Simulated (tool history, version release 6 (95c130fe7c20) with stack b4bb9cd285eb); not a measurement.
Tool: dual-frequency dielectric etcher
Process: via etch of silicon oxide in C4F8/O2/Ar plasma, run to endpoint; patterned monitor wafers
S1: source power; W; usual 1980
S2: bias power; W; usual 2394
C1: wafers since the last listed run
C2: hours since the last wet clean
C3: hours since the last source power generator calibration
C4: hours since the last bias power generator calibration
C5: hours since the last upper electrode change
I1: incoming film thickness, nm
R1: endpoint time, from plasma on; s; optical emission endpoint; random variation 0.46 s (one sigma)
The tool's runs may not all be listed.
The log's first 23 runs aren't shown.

run    hour    S1    S2   C1     C2      C3      C4     C5     I1     R1
 24  1723.3  1560  2973  268  607.4  1438.7  1486.0  357.0  832.6  168.2
     1768.8  -- wet clean of the chamber
 25  1775.3  1980  2394  102    6.5  1490.7  1538.0  409.0  836.2  152.0
 26  1837.2  2180  2752  226   68.4  1552.6  1599.9  470.9  834.2  137.9
 27  1913.2  2290  2636  277  144.4  1628.6  1675.9  546.9  827.3  134.8
 28  1958.3  1980  2818  164  189.5  1673.7  1721.0  592.0  833.9  145.4
 29  2002.2  2400  2394  160  233.4  1717.6  1764.9  635.9  824.2  133.8
 30  2040.2  2230  1988  138  271.4  1755.6  1802.9  673.9  824.4  145.8
 31  2112.9  2250  2041  265  344.1  1828.3  1875.6  746.6  828.2  145.6
 32  2164.0  1980  2394  186  395.2  1879.4  1926.7  797.7  826.9  151.1
 33  2232.3  2320  2682  249  463.5  1947.7  1995.0  866.0  827.6  133.0
 34  2276.5  1530  1840  161  507.7  1991.9  2039.2  910.2  828.1  192.1

5 ways to go on from here, each from the tool as it stands after run 34. What would each give?
  A  2277.0  1980  2394   1  508.2  1992.4  2039.7  910.7  826.2   ?
  B  2277.0  1510  2244   1  508.2  1992.4  2039.7  910.7  826.2   ?
  C  2277.0  2160  2065   1  508.2  1992.4  2039.7  910.7  826.2   ?
  D  2277.0  2340  2699   1  508.2  1992.4  2039.7  910.7  826.2   ?
  E  2277.0  1980  2022   1  508.2  1992.4  2039.7  910.7  826.2   ?

run     R1
  A  150.0
  B  184.1
  C  147.3
  D  131.6
  E  156.3
Without the tool's hidden state the same runs would have given:
run     R1
  A  148.6
  B  182.4
  C  145.9
  D  130.3
  E  154.8
